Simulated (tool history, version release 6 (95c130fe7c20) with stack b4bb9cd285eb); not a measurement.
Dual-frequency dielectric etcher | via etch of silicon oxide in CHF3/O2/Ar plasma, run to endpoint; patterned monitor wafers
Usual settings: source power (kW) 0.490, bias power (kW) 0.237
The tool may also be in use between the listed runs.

| run | hour | source power (kW) | bias power (kW) | wafers since the last listed run | hours since the last wet clean | hours since the last source power generator calibration | hours since the last bias power generator calibration | hours since the last upper electrode change | incoming incoming film thickness, nm | endpoint time (s) |
|---|---|---|---|---|---|---|---|---|---|---|
| 1 | 0.0 | 0.580 | 0.237 | 0 | 261.5 | 2469.4 | 3094.6 | 3784.4 | 841.4 | 429.0 |
| 2 | 28.2 | 0.490 | 0.275 | 112 | 289.7 | 2497.6 | 3122.8 | 3812.6 | 834.7 | 445.2 |
| 3 | 61.3 | 0.490 | 0.275 | 131 | 322.8 | 2530.7 | 3155.9 | 3845.7 | 842.8 | 450.3 |
| 4 | 90.4 | 0.490 | 0.237 | 115 | 351.9 | 2559.8 | 3185.0 | 3874.8 | 836.0 | 474.7 |
|  | 131.2 | wet clean of the chamber |
|  | 133.9 | source power generator calibrated |
| 5 | 134.4 | 0.490 | 0.237 | 68 | 3.2 | 0.5 | 3229.0 | 3918.8 | 841.2 | 463.4 |
| 6 | 135.6 | 0.490 | 0.237 | 4 | 4.4 | 1.7 | 3230.2 | 3920.0 | 841.7 | 461.3 |
| 7 | 159.4 | 0.490 | 0.237 | 94 | 28.2 | 25.5 | 3254.0 | 3943.8 | 840.4 | 469.3 |
| 8 | 178.1 | 0.490 | 0.237 | 74 | 46.9 | 44.2 | 3272.7 | 3962.5 | 831.2 | 468.9 |
| 9 | 191.6 | 0.490 | 0.237 | 53 | 60.4 | 57.7 | 3286.2 | 3976.0 | 839.7 | 462.8 |
| 10 | 203.7 | 0.490 | 0.237 | 48 | 72.5 | 69.8 | 3298.3 | 3988.1 | 831.9 | 466.8 |
| 11 | 220.3 | 0.490 | 0.237 | 65 | 89.1 | 86.4 | 3314.9 | 4004.7 | 841.1 | 463.6 |
| 12 | 241.5 | 0.490 | 0.237 | 84 | 110.3 | 107.6 | 3336.1 | 4025.9 | 835.6 | 464.9 |
|  | 280.7 | upper electrode replaced |
| 13 | 281.2 | 0.490 | 0.237 | 62 | 150.0 | 147.3 | 3375.8 | 0.5 | 831.9 | 465.3 |
| 14 | 299.8 | 0.490 | 0.237 | 73 | 168.6 | 165.9 | 3394.4 | 19.1 | 839.0 | 468.0 |
| 15 | 321.8 | 0.490 | 0.219 | 87 | 190.6 | 187.9 | 3416.4 | 41.1 | 833.2 | 475.5 |
|  | 330.0 | bias power generator calibrated |
| 16 | 351.1 | 0.490 | 0.237 | 100 | 219.9 | 217.2 | 21.1 | 70.4 | 834.8 | 464.8 |
| 17 | 386.2 | 0.490 | 0.237 | 139 | 255.0 | 252.3 | 56.2 | 105.5 | 834.9 | 471.2 |
| 18 | 409.6 | 0.490 | 0.261 | 93 | 278.4 | 275.7 | 79.6 | 128.9 | 846.5 | 462.2 |
| 19 | 423.5 | 0.370 | 0.257 | 55 | 292.3 | 289.6 | 93.5 | 142.8 | 839.3 | 552.1 |
| 20 | 455.1 | 0.580 | 0.179 | 125 | 323.9 | 321.2 | 125.1 | 174.4 | 838.4 | 472.1 |
| 21 | 468.6 | 0.420 | 0.256 | 53 | 337.4 | 334.7 | 138.6 | 187.9 | 833.4 | 504.8 |
| 22 | 501.3 | 0.490 | 0.255 | 129 | 370.1 | 367.4 | 171.3 | 220.6 | 837.1 | 461.2 |
| 23 | 530.1 | 0.490 | 0.237 | 114 | 398.9 | 396.2 | 200.1 | 249.4 | 841.8 | 484.7 |
| 24 | 563.9 | 0.490 | 0.237 | 134 | 432.7 | 430.0 | 233.9 | 283.2 | 840.2 | 480.3 |
|  | 611.9 | wet clean of the chamber |
| 25 | 612.4 | 0.390 | 0.254 | 97 | 0.5 | 478.5 | 282.4 | 331.7 | 846.2 | 534.4 |
| 26 | 621.4 | 0.490 | 0.237 | 35 | 9.5 | 487.5 | 291.4 | 340.7 | 821.4 | 451.7 |
| 27 | 640.2 | 0.490 | 0.207 | 74 | 28.3 | 506.3 | 310.2 | 359.5 | 840.3 | 487.3 |
| 28 | 710.0 | 0.490 | 0.265 | 277 | 98.1 | 576.1 | 380.0 | 429.3 | 837.7 | 447.4 |
| 29 | 745.8 | 0.490 | 0.182 | 142 | 133.9 | 611.9 | 415.8 | 465.1 | 831.0 | 504.0 |
| 30 | 764.7 | 0.540 | 0.237 | 75 | 152.8 | 630.8 | 434.7 | 484.0 | 846.2 | 447.2 |
| 31 | 785.0 | 0.460 | 0.284 | 80 | 173.1 | 651.1 | 455.0 | 504.3 | 836.1 | 451.5 |
| 32 | 827.7 | 0.490 | 0.237 | 169 | 215.8 | 693.8 | 497.7 | 547.0 | 835.2 | 466.5 |
| 33 | 857.0 | 0.490 | 0.237 | 116 | 245.1 | 723.1 | 527.0 | 576.3 | 838.9 | 473.7 |
| 34 | 874.8 | 0.400 | 0.237 | 70 | 262.9 | 740.9 | 544.8 | 594.1 | 838.8 | 539.8 |
| 35 | 894.1 | 0.490 | 0.295 | 76 | 282.2 | 760.2 | 564.1 | 613.4 | 837.0 | 439.0 |
| 36 | 916.6 | 0.490 | 0.203 | 89 | 304.7 | 782.7 | 586.6 | 635.9 | 839.7 | 497.5 |

Forecast each of these 3 alternatives for the next run:
| A | 917.1 | 0.440 | 0.237 | 1 | 305.2 | 783.2 | 587.1 | 636.4 | 845.1 | ? |
| B | 917.1 | 0.420 | 0.259 | 1 | 305.2 | 783.2 | 587.1 | 636.4 | 845.1 | ? |
| C | 917.1 | 0.610 | 0.283 | 1 | 305.2 | 783.2 | 587.1 | 636.4 | 845.1 | ? |

| run | endpoint time (s) |
|---|---|
| A | 506.9 |
| B | 507.7 |
| C | 395.9 |
Without the tool's hidden state the same runs would have given:
| run | endpoint time (s) |
|---|---|
| A | 495.3 |
| B | 496.0 |
| C | 386.8 |
